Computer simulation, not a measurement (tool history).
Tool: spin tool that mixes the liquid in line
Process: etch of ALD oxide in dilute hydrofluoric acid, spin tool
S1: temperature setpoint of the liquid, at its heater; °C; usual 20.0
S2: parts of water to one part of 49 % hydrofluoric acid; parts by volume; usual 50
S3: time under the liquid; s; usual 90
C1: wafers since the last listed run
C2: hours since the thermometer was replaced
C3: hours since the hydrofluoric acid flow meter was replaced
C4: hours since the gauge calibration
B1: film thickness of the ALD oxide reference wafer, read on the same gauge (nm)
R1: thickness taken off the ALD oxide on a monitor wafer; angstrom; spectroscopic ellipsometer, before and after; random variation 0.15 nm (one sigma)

{"run": 1, "hour": 0.0, "S1": 20.0, "S2": 50, "S3": 90, "C1": 0, "C2": 1933.8, "C3": 199.0, "C4": 1584.1, "B1": 139.97, "R1": 367.7}
{"run": 2, "hour": 84.0, "S1": 20.0, "S2": 50, "S3": 90, "C1": 654, "C2": 2017.8, "C3": 283.0, "C4": 1668.1, "B1": 139.97, "R1": 369.5}
{"run": 3, "hour": 130.6, "S1": 20.0, "S2": 50, "S3": 90, "C1": 363, "C2": 2064.4, "C3": 329.6, "C4": 1714.7, "B1": 140.05, "R1": 369.0}
{"run": 4, "hour": 199.7, "S1": 20.0, "S2": 50, "S3": 90, "C1": 538, "C2": 2133.5, "C3": 398.7, "C4": 1783.8, "B1": 139.97, "R1": 369.8}
{"run": 5, "hour": 278.4, "S1": 20.0, "S2": 50, "S3": 90, "C1": 613, "C2": 2212.2, "C3": 477.4, "C4": 1862.5, "B1": 140.0, "R1": 368.1}
{"run": 6, "hour": 331.0, "S1": 20.0, "S2": 50, "S3": 90, "C1": 409, "C2": 2264.8, "C3": 530.0, "C4": 1915.1, "B1": 140.05, "R1": 368.8}
{"run": 7, "hour": 370.7, "S1": 20.0, "S2": 50, "S3": 90, "C1": 309, "C2": 2304.5, "C3": 569.7, "C4": 1954.8, "B1": 140.04, "R1": 368.2}
{"run": 8, "hour": 456.0, "S1": 20.0, "S2": 50, "S3": 90, "C1": 664, "C2": 2389.8, "C3": 655.0, "C4": 2040.1, "B1": 140.04, "R1": 370.1}
{"run": 9, "hour": 522.6, "S1": 20.0, "S2": 50, "S3": 90, "C1": 518, "C2": 2456.4, "C3": 721.6, "C4": 2106.7, "B1": 139.99, "R1": 372.8}
{"hour": 528.4, "done": "hydrofluoric acid flow meter replaced"}
{"hour": 584.0, "done": "thermometer replaced"}
{"run": 10, "hour": 608.4, "S1": 20.0, "S2": 35, "S3": 90, "C1": 652, "C2": 24.4, "C3": 80.0, "C4": 2192.5, "B1": 140.0, "R1": 532.2}
{"run": 11, "hour": 660.8, "S1": 20.0, "S2": 50, "S3": 90, "C1": 408, "C2": 76.8, "C3": 132.4, "C4": 2244.9, "B1": 139.97, "R1": 361.8}
{"run": 12, "hour": 741.8, "S1": 17.0, "S2": 65, "S3": 90, "C1": 631, "C2": 157.8, "C3": 213.4, "C4": 2325.9, "B1": 140.01, "R1": 240.4}
{"run": 13, "hour": 783.8, "S1": 17.0, "S2": 50, "S3": 75, "C1": 327, "C2": 199.8, "C3": 255.4, "C4": 2367.9, "B1": 140.0, "R1": 268.5}
{"run": 14, "hour": 873.2, "S1": 17.0, "S2": 60, "S3": 90, "C1": 696, "C2": 289.2, "C3": 344.8, "C4": 2457.3, "B1": 140.02, "R1": 263.8}
{"run": 15, "hour": 937.6, "S1": 17.0, "S2": 60, "S3": 90, "C1": 501, "C2": 353.6, "C3": 409.2, "C4": 2521.7, "B1": 139.99, "R1": 265.3}
{"run": 16, "hour": 989.3, "S1": 17.0, "S2": 60, "S3": 110, "C1": 402, "C2": 405.3, "C3": 460.9, "C4": 2573.4, "B1": 140.05, "R1": 320.6}
{"run": 17, "hour": 1064.4, "S1": 20.0, "S2": 45, "S3": 115, "C1": 585, "C2": 480.4, "C3": 536.0, "C4": 2648.5, "B1": 139.97, "R1": 521.8}
{"run": 18, "hour": 1161.1, "S1": 20.0, "S2": 50, "S3": 90, "C1": 753, "C2": 577.1, "C3": 632.7, "C4": 2745.2, "B1": 139.94, "R1": 365.6}
{"hour": 1225.2, "done": "gauge calibrated"}
{"run": 19, "hour": 1233.8, "S1": 20.0, "S2": 70, "S3": 55, "C1": 566, "C2": 649.8, "C3": 705.4, "C4": 8.6, "B1": 139.99, "R1": 156.7}
{"hour": 1296.0, "done": "hydrofluoric acid flow meter replaced"}
{"run": 20, "hour": 1296.5, "S1": 18.5, "S2": 50, "S3": 60, "C1": 480, "C2": 712.5, "C3": 0.5, "C4": 71.3, "B1": 139.96, "R1": 228.8}
{"run": 21, "hour": 1350.0, "S1": 20.0, "S2": 70, "S3": 90, "C1": 416, "C2": 766.0, "C3": 54.0, "C4": 124.8, "B1": 139.96, "R1": 254.0}
{"run": 22, "hour": 1441.4, "S1": 20.0, "S2": 50, "S3": 90, "C1": 712, "C2": 857.4, "C3": 145.4, "C4": 216.2, "B1": 139.97, "R1": 366.5}
{"run": 23, "hour": 1480.1, "S1": 17.0, "S2": 50, "S3": 90, "C1": 301, "C2": 896.1, "C3": 184.1, "C4": 254.9, "B1": 140.01, "R1": 323.3}
{"run": 24, "hour": 1566.1, "S1": 23.0, "S2": 50, "S3": 90, "C1": 669, "C2": 982.1, "C3": 270.1, "C4": 340.9, "B1": 139.95, "R1": 415.4}
{"run": 25, "hour": 1640.9, "S1": 20.0, "S2": 50, "S3": 55, "C1": 582, "C2": 1056.9, "C3": 344.9, "C4": 415.7, "B1": 140.02, "R1": 224.3}
{"run": 26, "hour": 1959.9, "S1": 20.0, "S2": 50, "S3": 130, "C1": 2485, "C2": 1375.9, "C3": 663.9, "C4": 734.7, "B1": 140.0, "R1": 528.8}
{"run": 27, "hour": 1996.2, "S1": 20.0, "S2": 50, "S3": 90, "C1": 282, "C2": 1412.2, "C3": 700.2, "C4": 771.0, "B1": 140.07, "R1": 368.3}
{"run": 28, "hour": 2090.7, "S1": 20.0, "S2": 50, "S3": 90, "C1": 736, "C2": 1506.7, "C3": 794.7, "C4": 865.5, "B1": 140.0, "R1": 367.0}
{"run": 29, "hour": 2141.9, "S1": 20.0, "S2": 40, "S3": 90, "C1": 398, "C2": 1557.9, "C3": 845.9, "C4": 916.7, "B1": 140.02, "R1": 464.6}
{"hour": 2179.0, "done": "hydrofluoric acid flow meter replaced"}
{"run": 30, "hour": 2285.1, "S1": 20.0, "S2": 50, "S3": 65, "C1": 1107, "C2": 1701.1, "C3": 106.1, "C4": 1059.9, "B1": 140.0, "R1": 265.0}
{"run": 31, "hour": 2374.4, "S1": 20.0, "S2": 50, "S3": 60, "C1": 695, "C2": 1790.4, "C3": 195.4, "C4": 1149.2, "B1": 139.94, "R1": 247.0}
{"run": 32, "hour": 2446.5, "S1": 20.0, "S2": 50, "S3": 50, "C1": 561, "C2": 1862.5, "C3": 267.5, "C4": 1221.3, "B1": 139.96, "R1": 205.1}
{"run": 33, "hour": 2542.1, "S1": 20.0, "S2": 50, "S3": 110, "C1": 744, "C2": 1958.1, "C3": 363.1, "C4": 1316.9, "B1": 139.96, "R1": 447.6}

Some steps in R1 between neighbouring runs. How much of each would the tool show without its hidden state too (settings, what came in, random variation), and how much is left for the hidden state, with any gauge scatter that isn't in both results?
The hidden state here: liquid hotter than its thermometer reads (K); hydrofluoric acid flow below the setpoint (%); gauge reads high (%).
Run 9 -> 10: S2 50 -> 35, hydrofluoric acid flow meter replaced, thermometer replaced. R1 +159.4 angstrom: hidden state -5.5, all else +164.9.
Run 18 -> 19: S2 50 -> 70, S3 90 -> 55, gauge calibrated. R1 -208.9 angstrom: hidden state -0.9, all else -208.0.
Run 25 -> 26: S3 55 -> 130. R1 +304.5 angstrom: hidden state +3.3, all else +301.2.
Run 32 -> 33: S3 50 -> 110. R1 +242.5 angstrom: hidden state +3.2, all else +239.3.
